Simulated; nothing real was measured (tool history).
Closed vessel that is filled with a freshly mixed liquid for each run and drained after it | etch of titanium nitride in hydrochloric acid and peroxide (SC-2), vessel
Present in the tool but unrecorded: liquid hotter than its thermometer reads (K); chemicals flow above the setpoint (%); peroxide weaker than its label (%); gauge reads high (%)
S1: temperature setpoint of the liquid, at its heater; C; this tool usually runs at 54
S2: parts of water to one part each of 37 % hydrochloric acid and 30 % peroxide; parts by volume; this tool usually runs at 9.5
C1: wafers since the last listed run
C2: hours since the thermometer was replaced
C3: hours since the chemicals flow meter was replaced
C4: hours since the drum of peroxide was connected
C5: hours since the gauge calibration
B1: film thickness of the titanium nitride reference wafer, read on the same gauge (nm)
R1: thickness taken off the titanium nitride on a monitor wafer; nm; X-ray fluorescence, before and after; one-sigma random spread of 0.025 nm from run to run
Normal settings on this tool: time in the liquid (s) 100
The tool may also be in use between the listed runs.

Run 1, hour 0: usual settings but S1 49.5 C; C1 0; C2 805.1; C3 819.4; C4 594.1; C5 384.2; B1 113.491. Result: R1 3.687 nm.
Run 2, hour 71.3: usual settings but S1 49.5 C; C1 8240; C2 876.4; C3 890.7; C4 665.4; C5 455.5; B1 113.866. Result: R1 3.683 nm.
Run 3, hour 120.3: usual settings; C1 5663; C2 925.4; C3 939.7; C4 714.4; C5 504.5; B1 114.095. Result: R1 5.041 nm.
At hour 136.2: new drum of peroxide connected.
Run 4, hour 196.9: usual settings; C1 8737; C2 1002; C3 1016.3; C4 60.7; C5 581.1; B1 114.416. Result: R1 4.979 nm.
Run 5, hour 235.8: usual settings but S2 12 parts by volume; C1 4496; C2 1040.9; C3 1055.2; C4 99.6; C5 620; B1 114.561. Result: R1 4.142 nm.
Run 6, hour 273.1: usual settings; C1 4311; C2 1078.2; C3 1092.5; C4 136.9; C5 657.3; B1 114.722. Result: R1 5.02 nm.
Run 7, hour 346: usual settings; C1 8425; C2 1151.1; C3 1165.4; C4 209.8; C5 730.2; B1 114.963. Result: R1 5.006 nm.
Run 8, hour 405.6: usual settings; C1 6888; C2 1210.7; C3 1225; C4 269.4; C5 789.8; B1 115.166. Result: R1 4.999 nm.
Run 9, hour 479.5: usual settings; C1 8541; C2 1284.6; C3 1298.9; C4 343.3; C5 863.7; B1 115.359. Result: R1 5.048 nm.
Run 10, hour 566.4: usual settings; C1 10044; C2 1371.5; C3 1385.8; C4 430.2; C5 950.6; B1 115.478. Result: R1 5.05 nm.
Run 11, hour 612.7: usual settings; C1 5351; C2 1417.8; C3 1432.1; C4 476.5; C5 996.9; B1 115.581. Result: R1 5.086 nm.
Run 12, hour 662.5: usual settings; C1 5755; C2 1467.6; C3 1481.9; C4 526.3; C5 1046.7; B1 115.714. Result: R1 5.027 nm.
Run 13, hour 732.1: usual settings but S2 7.5 parts by volume, time in the liquid (s) 65; C1 8044; C2 1537.2; C3 1551.5; C4 595.9; C5 1116.3; B1 115.809. Result: R1 3.99 nm.
Run 14, hour 836.4: usual settings; C1 12055; C2 1641.5; C3 1655.8; C4 700.2; C5 1220.6; B1 115.915. Result: R1 5.034 nm.
Run 15, hour 937.8: usual settings but S1 47 C, S2 7 parts by volume, time in the liquid (s) 120; C1 11719; C2 1742.9; C3 1757.2; C4 801.6; C5 1322; B1 116.01. Result: R1 4.937 nm.
At hour 945.1: new drum of peroxide connected.
Run 16, hour 982.6: usual settings but S2 14.5 parts by volume, time in the liquid (s) 40; C1 5062; C2 1787.7; C3 1802; C4 37.5; C5 1366.8; B1 116.033. Result: R1 1.416 nm.
Run 17, hour 1028.6: usual settings but S2 13 parts by volume; C1 5316; C2 1833.7; C3 1848; C4 83.5; C5 1412.8; B1 116.073. Result: R1 3.909 nm.
At hour 1068.6: gauge calibrated.
Run 18, hour 1090.2: usual settings; C1 7119; C2 1895.3; C3 1909.6; C4 145.1; C5 21.6; B1 110.309. Result: R1 4.809 nm.
Run 19, hour 1155.7: usual settings but S1 46.5 C; C1 7570; C2 1960.8; C3 1975.1; C4 210.6; C5 87.1; B1 111.017. Result: R1 2.945 nm.
Run 20, hour 1336.2: usual settings but S1 60.5 C; C1 20862; C2 2141.3; C3 2155.6; C4 391.1; C5 267.6; B1 112.713. Result: R1 7.452 nm.
Run 21, hour 1408.8: usual settings but S2 14.5 parts by volume; C1 8391; C2 2213.9; C3 2228.2; C4 463.7; C5 340.2; B1 113.211. Result: R1 3.468 nm.
At hour 1472.7: thermometer replaced.
Run 22, hour 1490.3: usual settings but S1 45 C, S2 4.5 parts by volume, time in the liquid (s) 140; C1 9304; C2 17.6; C3 2309.7; C4 545.2; C5 421.7; B1 113.692. Result: R1 6.753 nm.
At hour 1593.5: chemicals flow meter replaced.
Run 23, hour 1751.9: usual settings; C1 30120; C2 279.2; C3 158.4; C4 806.8; C5 683.3; B1 114.802. Result: R1 4.993 nm.
At hour 1756: new drum of peroxide connected.
Run 24, hour 1830.2: usual settings but S1 62.5 C; C1 8934; C2 357.5; C3 236.7; C4 74.2; C5 761.6; B1 115.007. Result: R1 8.62 nm.
Run 25, hour 2006: usual settings; C1 20319; C2 533.3; C3 412.5; C4 250; C5 937.4; B1 115.531. Result: R1 5.036 nm.
Run 26, hour 2053.1: usual settings; C1 5443; C2 580.4; C3 459.6; C4 297.1; C5 984.5; B1 115.606. Result: R1 5.021 nm.
Run 27, hour 2097: usual settings but S1 48.5 C, time in the liquid (s) 125; C1 5074; C2 624.3; C3 503.5; C4 341; C5 1028.4; B1 115.653. Result: R1 4.404 nm.
Run 28, hour 2148.4: usual settings but S2 12.5 parts by volume; C1 5940; C2 675.7; C3 554.9; C4 392.4; C5 1079.8; B1 115.75. Result: R1 4.017 nm.
Run 29, hour 2254.4: usual settings; C1 12251; C2 781.7; C3 660.9; C4 498.4; C5 1185.8; B1 115.9. Result: R1 5.024 nm.
Run 30, hour 2359.5: usual settings but S1 64 C, S2 7.5 parts by volume, time in the liquid (s) 155; C1 12147; C2 886.8; C3 766; C4 603.5; C5 1290.9; B1 116.011. Result: R1 17.8 nm.

Entry by entry between the runs, the difference in hidden state between the last listed run before and the first listed run after:
After run 3, before run 4: new drum of peroxide connected (hour 136.2)
  gauge reads high (%): 3.72 -> 4.03
  difference, measured minus the result without the unlogged condition, R1: +0.181 -> +0.193 nm
After run 15, before run 16: new drum of peroxide connected (hour 945.1)
  gauge reads high (%): 5.47 -> 5.5
  difference, measured minus the result without the unlogged condition, R1: +0.256 -> +0.074 nm
After run 17, before run 18: gauge calibrated (hour 1068.6)
  gauge reads high (%): 5.54 -> 0.282
  difference, measured minus the result without the unlogged condition, R1: +0.205 -> +0.014 nm
After run 21, before run 22: thermometer replaced (hour 1472.7)
  gauge reads high (%): 2.9 -> 3.35
  difference, measured minus the result without the unlogged condition, R1: +0.097 -> +0.219 nm
After run 22, before run 23: chemicals flow meter replaced (hour 1593.5)
  gauge reads high (%): 3.35 -> 4.38
  difference, measured minus the result without the unlogged condition, R1: +0.219 -> +0.21 nm
After run 23, before run 24: new drum of peroxide connected (hour 1756)
  gauge reads high (%): 4.38 -> 4.6
  difference, measured minus the result without the unlogged condition, R1: +0.21 -> +0.379 nm
